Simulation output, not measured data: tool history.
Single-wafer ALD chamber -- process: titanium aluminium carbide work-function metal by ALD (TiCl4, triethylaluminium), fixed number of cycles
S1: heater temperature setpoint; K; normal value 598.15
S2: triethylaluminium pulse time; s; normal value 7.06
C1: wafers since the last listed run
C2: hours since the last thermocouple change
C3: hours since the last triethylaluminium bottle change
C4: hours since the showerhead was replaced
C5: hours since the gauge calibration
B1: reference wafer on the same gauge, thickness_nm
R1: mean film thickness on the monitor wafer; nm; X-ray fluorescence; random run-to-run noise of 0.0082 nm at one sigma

Run 1, day 0.000: usual settings; C1 0; C2 571.1; C3 1296.6; C4 1579.8; C5 2571.1; B1 1.739. Result: R1 2.059 nm.
Run 2, day 2.462: usual settings but S1 588.15 K; C1 849; C2 630.2; C3 1355.7; C4 1638.9; C5 2630.2; B1 1.740. Result: R1 1.970 nm.
Run 3, day 6.192: usual settings; C1 1285; C2 719.7; C3 1445.2; C4 1728.4; C5 2719.7; B1 1.740. Result: R1 2.052 nm.
At day 7.008: triethylaluminium bottle replaced.
Run 4, day 8.767: usual settings; C1 772; C2 781.5; C3 42.2; C4 1790.2; C5 2781.5; B1 1.741. Result: R1 2.058 nm.
Run 5, day 12.896: usual settings but S2 4.95 s; C1 1423; C2 880.6; C3 141.3; C4 1889.3; C5 2880.6; B1 1.740. Result: R1 1.890 nm.
Run 6, day 15.075: usual settings but S2 4.95 s; C1 751; C2 932.9; C3 193.6; C4 1941.6; C5 2932.9; B1 1.739. Result: R1 1.894 nm.
Run 7, day 18.658: usual settings; C1 1235; C2 1018.9; C3 279.6; C4 2027.6; C5 3018.9; B1 1.741. Result: R1 2.048 nm.
Run 8, day 20.300: usual settings; C1 566; C2 1058.3; C3 319.0; C4 2067.0; C5 3058.3; B1 1.738. Result: R1 2.042 nm.
Run 9, day 24.358: usual settings; C1 1399; C2 1155.7; C3 416.4; C4 2164.4; C5 3155.7; B1 1.740. Result: R1 2.064 nm.
Run 10, day 27.708: usual settings; C1 1155; C2 1236.1; C3 496.8; C4 2244.8; C5 3236.1; B1 1.740. Result: R1 2.034 nm.
Run 11, day 32.117: usual settings; C1 1520; C2 1341.9; C3 602.6; C4 2350.6; C5 3341.9; B1 1.740. Result: R1 2.050 nm.
At day 33.992: thermocouple changed; heater temperature recalibrated.
Run 12, day 40.712: usual settings; C1 2849; C2 161.3; C3 808.9; C4 2556.9; C5 3548.2; B1 1.740. Result: R1 2.053 nm.
Run 13, day 42.662: usual settings; C1 672; C2 208.1; C3 855.7; C4 2603.7; C5 3595.0; B1 1.741. Result: R1 2.045 nm.
Run 14, day 44.346: usual settings; C1 580; C2 248.5; C3 896.1; C4 2644.1; C5 3635.4; B1 1.740. Result: R1 2.036 nm.
At day 45.404: showerhead replaced.
Run 15, day 47.946: usual settings but S1 609.15 K, S2 5.31 s; C1 1126; C2 334.9; C3 982.5; C4 61.0; C5 3721.8; B1 1.740. Result: R1 2.018 nm.
Run 16, day 49.925: usual settings but S1 590.15 K, S2 8.92 s; C1 682; C2 382.4; C3 1030.0; C4 108.5; C5 3769.3; B1 1.742. Result: R1 2.077 nm.
Run 17, day 53.967: usual settings but S1 588.15 K, S2 4.47 s; C1 1393; C2 479.4; C3 1127.0; C4 205.5; C5 3866.3; B1 1.739. Result: R1 1.766 nm.
Run 18, day 56.421: usual settings; C1 846; C2 538.3; C3 1185.9; C4 264.4; C5 3925.2; B1 1.739. Result: R1 2.055 nm.
Run 19, day 58.979: usual settings but S2 4.72 s; C1 882; C2 599.7; C3 1247.3; C4 325.8; C5 3986.6; B1 1.739. Result: R1 1.875 nm.
At day 61.729: gauge calibrated.
Run 20, day 62.871: usual settings but S2 4.62 s; C1 1341; C2 693.1; C3 1340.7; C4 419.2; C5 27.4; B1 1.738. Result: R1 1.851 nm.
Run 21, day 66.800: usual settings but S1 592.15 K; C1 1354; C2 787.4; C3 1435.0; C4 513.5; C5 121.7; B1 1.739. Result: R1 1.995 nm.
At day 70.267: triethylaluminium bottle replaced.
Run 22, day 74.225: usual settings; C1 2445; C2 965.6; C3 95.0; C4 691.7; C5 299.9; B1 1.739. Result: R1 2.065 nm.
Run 23, day 77.650: usual settings; C1 1181; C2 1047.8; C3 177.2; C4 773.9; C5 382.1; B1 1.740. Result: R1 2.052 nm.
Run 24, day 79.567: usual settings but S1 610.15 K, S2 5.05 s; C1 660; C2 1093.8; C3 223.2; C4 819.9; C5 428.1; B1 1.739. Result: R1 1.997 nm.
At day 81.012: thermocouple changed; heater temperature recalibrated.
Run 25, day 81.908: usual settings but S1 587.15 K, S2 7.84 s; C1 692; C2 21.5; C3 279.4; C4 876.1; C5 484.3; B1 1.742. Result: R1 1.994 nm.
Run 26, day 90.829: usual settings but S1 593.15 K, S2 7.91 s; C1 3076; C2 235.6; C3 493.5; C4 1090.2; C5 698.4; B1 1.740. Result: R1 2.059 nm.
Run 27, day 94.642: usual settings but S1 608.15 K, S2 8.98 s; C1 1314; C2 327.1; C3 585.0; C4 1181.7; C5 789.9; B1 1.740. Result: R1 2.215 nm.
Run 28, day 98.183: usual settings but S1 589.15 K, S2 8.59 s; C1 1221; C2 412.1; C3 670.0; C4 1266.7; C5 874.9; B1 1.740. Result: R1 2.041 nm.
Run 29, day 101.358: usual settings but S1 591.15 K, S2 4.80 s; C1 1094; C2 488.3; C3 746.2; C4 1342.9; C5 951.1; B1 1.740. Result: R1 1.803 nm.
Run 30, day 104.596: usual settings; C1 1116; C2 566.0; C3 823.9; C4 1420.6; C5 1028.8; B1 1.739. Result: R1 2.058 nm.
Run 31, day 108.596: usual settings but S2 8.44 s; C1 1379; C2 662.0; C3 919.9; C4 1516.6; C5 1124.8; B1 1.739. Result: R1 2.135 nm.
Run 32, day 111.596: usual settings but S1 586.15 K; C1 1034; C2 734.0; C3 991.9; C4 1588.6; C5 1196.8; B1 1.738. Result: R1 1.960 nm.
Run 33, day 118.058: usual settings but S1 604.15 K, S2 9.32 s; C1 2228; C2 889.1; C3 1147.0; C4 1743.7; C5 1351.9; B1 1.741. Result: R1 2.195 nm.
Run 34, day 121.025: usual settings but S1 612.15 K; C1 1022; C2 960.3; C3 1218.2; C4 1814.9; C5 1423.1; B1 1.740. Result: R1 2.172 nm.

3 ways to go on from here, each from the tool as it stands after run 34. What would each give?
Run A, day 121.042: usual settings but S2 8.98 s; C1 5; C2 960.7; C3 1218.6; C4 1815.3; C5 1423.5; B1 ?. Result: R1 ?.
Run B, day 121.042: usual settings but S1 607.15 K, S2 8.61 s; C1 5; C2 960.7; C3 1218.6; C4 1815.3; C5 1423.5; B1 ?. Result: R1 ?.
Run C, day 121.042: usual settings but S1 587.15 K, S2 9.02 s; C1 5; C2 960.7; C3 1218.6; C4 1815.3; C5 1423.5; B1 ?. Result: R1 ?.

run     B1     R1
  A  1.740  2.149
  B  1.740  2.218
  C  1.740  2.050
With no hidden state in the tool, these same runs would have given:
run     R1
  A  2.149
  B  2.218
  C  2.050

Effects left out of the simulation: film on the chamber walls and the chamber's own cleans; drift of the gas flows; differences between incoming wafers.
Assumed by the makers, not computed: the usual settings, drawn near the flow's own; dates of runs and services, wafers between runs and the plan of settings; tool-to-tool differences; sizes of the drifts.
